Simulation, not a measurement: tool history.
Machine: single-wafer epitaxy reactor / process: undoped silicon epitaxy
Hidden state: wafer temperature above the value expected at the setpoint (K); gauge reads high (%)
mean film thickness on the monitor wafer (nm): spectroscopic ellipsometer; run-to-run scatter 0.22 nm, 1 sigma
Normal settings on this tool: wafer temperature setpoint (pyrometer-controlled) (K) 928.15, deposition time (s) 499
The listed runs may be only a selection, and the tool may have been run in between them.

| run | day | wafer temperature setpoint (pyrometer-controlled) (K) | deposition time (s) | wafers since the last listed run | hours since the last pyrometer calibration | hours since the gauge calibration | read-back reference wafer on the same gauge, thickness_nm | mean film thickness on the monitor wafer (nm) |
|---|---|---|---|---|---|---|---|---|
| 1 | 0.000 | 928.15 | 499 | 0 | 1754.8 | 748.8 | 108.966 | 94.075 |
| 2 | 1.250 | 928.15 | 499 | 147 | 1784.8 | 778.8 | 109.085 | 93.901 |
| 3 | 2.308 | 928.15 | 499 | 125 | 1810.2 | 804.2 | 109.101 | 94.271 |
| 4 | 4.429 | 928.15 | 499 | 250 | 1861.1 | 855.1 | 109.070 | 94.245 |
| 5 | 6.929 | 928.15 | 499 | 295 | 1921.1 | 915.1 | 109.170 | 93.797 |
| 6 | 9.254 | 928.15 | 499 | 275 | 1976.9 | 970.9 | 109.136 | 94.425 |
| 7 | 12.133 | 928.15 | 499 | 340 | 2046.0 | 1040.0 | 109.223 | 94.221 |
| 8 | 14.946 | 928.15 | 499 | 332 | 2113.5 | 1107.5 | 109.251 | 94.460 |
| 9 | 17.688 | 928.15 | 499 | 324 | 2179.3 | 1173.3 | 109.408 | 94.823 |
| 10 | 20.046 | 921.15 | 499 | 278 | 2235.9 | 1229.9 | 109.402 | 79.699 |
| 11 | 26.246 | 921.15 | 499 | 733 | 2384.7 | 1378.7 | 109.510 | 79.714 |
| 12 | 28.142 | 921.15 | 499 | 224 | 2430.2 | 1424.2 | 109.580 | 79.459 |
| 13 | 29.362 | 928.15 | 499 | 144 | 2459.5 | 1453.5 | 109.512 | 94.489 |
|  | 31.167 | pyrometer calibrated |
| 14 | 31.542 | 941.15 | 418 | 218 | 9.0 | 1505.8 | 109.567 | 108.574 |
| 15 | 32.996 | 928.15 | 499 | 172 | 43.9 | 1540.7 | 109.604 | 94.493 |
| 16 | 34.467 | 914.15 | 594 | 173 | 79.2 | 1576.0 | 109.648 | 79.519 |

Predict the results of run 17:
| 17 | 36.779 | 942.15 | 425 | 273 | 134.7 | 1631.5 | ? | ? |

{"run 17": {"read-back reference wafer on the same gauge, thickness_nm": 109.67, "mean film thickness on the monitor wafer (nm)": 112.895}}
Without the tool's hidden state the same run would have given mean film thickness on the monitor wafer (nm) 111.443.
